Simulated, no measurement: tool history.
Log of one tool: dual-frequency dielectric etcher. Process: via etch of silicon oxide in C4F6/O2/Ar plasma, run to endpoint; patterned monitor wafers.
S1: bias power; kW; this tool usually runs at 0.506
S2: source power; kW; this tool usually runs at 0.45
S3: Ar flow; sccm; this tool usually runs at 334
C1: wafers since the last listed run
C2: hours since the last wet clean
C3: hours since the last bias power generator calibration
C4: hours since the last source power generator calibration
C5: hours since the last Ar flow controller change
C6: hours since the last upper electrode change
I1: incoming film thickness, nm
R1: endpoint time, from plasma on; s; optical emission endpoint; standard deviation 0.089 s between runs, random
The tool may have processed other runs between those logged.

Run 1, hour 0: usual settings; C1 0; C2 206; C3 5233.1; C4 3494.3; C5 4824.4; C6 2727; I1 70.3. Result: R1 14.7 s.
Run 2, hour 12.3: usual settings; C1 223; C2 218.3; C3 5245.4; C4 3506.6; C5 4836.7; C6 2739.3; I1 71. Result: R1 15 s.
Run 3, hour 31: usual settings; C1 339; C2 237; C3 5264.1; C4 3525.3; C5 4855.4; C6 2758; I1 71.2. Result: R1 14.9 s.
Run 4, hour 62.2: usual settings but S2 0.54 kW; C1 566; C2 268.2; C3 5295.3; C4 3556.5; C5 4886.6; C6 2789.2; I1 70.9. Result: R1 14.5 s.
Run 5, hour 78.8: usual settings but S2 0.54 kW; C1 301; C2 284.8; C3 5311.9; C4 3573.1; C5 4903.2; C6 2805.8; I1 71.7. Result: R1 14.6 s.
Run 6, hour 96.8: usual settings but S2 0.52 kW, S3 288 sccm; C1 326; C2 302.8; C3 5329.9; C4 3591.1; C5 4921.2; C6 2823.8; I1 70.2. Result: R1 14.2 s.
Run 7, hour 129.9: usual settings but S2 0.52 kW, S3 288 sccm; C1 600; C2 335.9; C3 5363; C4 3624.2; C5 4954.3; C6 2856.9; I1 70.3. Result: R1 14.2 s.
Run 8, hour 160.5: usual settings but S2 0.52 kW, S3 288 sccm; C1 555; C2 366.5; C3 5393.6; C4 3654.8; C5 4984.9; C6 2887.5; I1 71.1. Result: R1 14.6 s.
Run 9, hour 188.1: usual settings but S1 0.591 kW; C1 500; C2 394.1; C3 5421.2; C4 3682.4; C5 5012.5; C6 2915.1; I1 70.8. Result: R1 13.7 s.
Run 10, hour 206.5: usual settings but S3 292 sccm; C1 333; C2 412.5; C3 5439.6; C4 3700.8; C5 5030.9; C6 2933.5; I1 71.5. Result: R1 15.2 s.
Run 11, hour 239.6: usual settings but S3 292 sccm; C1 600; C2 445.6; C3 5472.7; C4 3733.9; C5 5064; C6 2966.6; I1 70.9. Result: R1 15.1 s.
Run 12, hour 272.1: usual settings; C1 589; C2 478.1; C3 5505.2; C4 3766.4; C5 5096.5; C6 2999.1; I1 70.8. Result: R1 15.3 s.
Run 13, hour 292.4: usual settings but S1 0.554 kW, S2 0.36 kW; C1 368; C2 498.4; C3 5525.5; C4 3786.7; C5 5116.8; C6 3019.4; I1 71.1. Result: R1 15.2 s.
Run 14, hour 319.6: usual settings but S2 0.54 kW; C1 493; C2 525.6; C3 5552.7; C4 3813.9; C5 5144; C6 3046.6; I1 70.9. Result: R1 14.6 s.
Run 15, hour 341.2: usual settings but S3 374 sccm; C1 392; C2 547.2; C3 5574.3; C4 3835.5; C5 5165.6; C6 3068.2; I1 71.3. Result: R1 15.7 s.
Run 16, hour 371: usual settings; C1 540; C2 577; C3 5604.1; C4 3865.3; C5 5195.4; C6 3098; I1 71.2. Result: R1 15.5 s.
At hour 414.7: source power generator calibrated.
At hour 421.1: wet clean of the chamber.
Run 17, hour 421.6: usual settings; C1 729; C2 0.5; C3 5654.7; C4 6.9; C5 5246; C6 3148.6; I1 71. Result: R1 14.8 s.
Run 18, hour 421.9: usual settings; C1 5; C2 0.8; C3 5655; C4 7.2; C5 5246.3; C6 3148.9; I1 70.3. Result: R1 14.6 s.
Run 19, hour 430.4: usual settings but S1 0.391 kW, S2 0.55 kW, S3 400 sccm; C1 154; C2 9.3; C3 5663.5; C4 15.7; C5 5254.8; C6 3157.4; I1 71.1. Result: R1 16.8 s.

Run 20, settings as shown, results not yet in. Your forecast:
Run 20, hour 452.2: usual settings but S2 0.54 kW; C1 395; C2 31.1; C3 5685.3; C4 37.5; C5 5276.6; C6 3179.2; I1 71.8. Result: R1 ?.

R1: 14.4 s
Minus the tool's unlogged condition, the same run would have read R1 14.2 s.
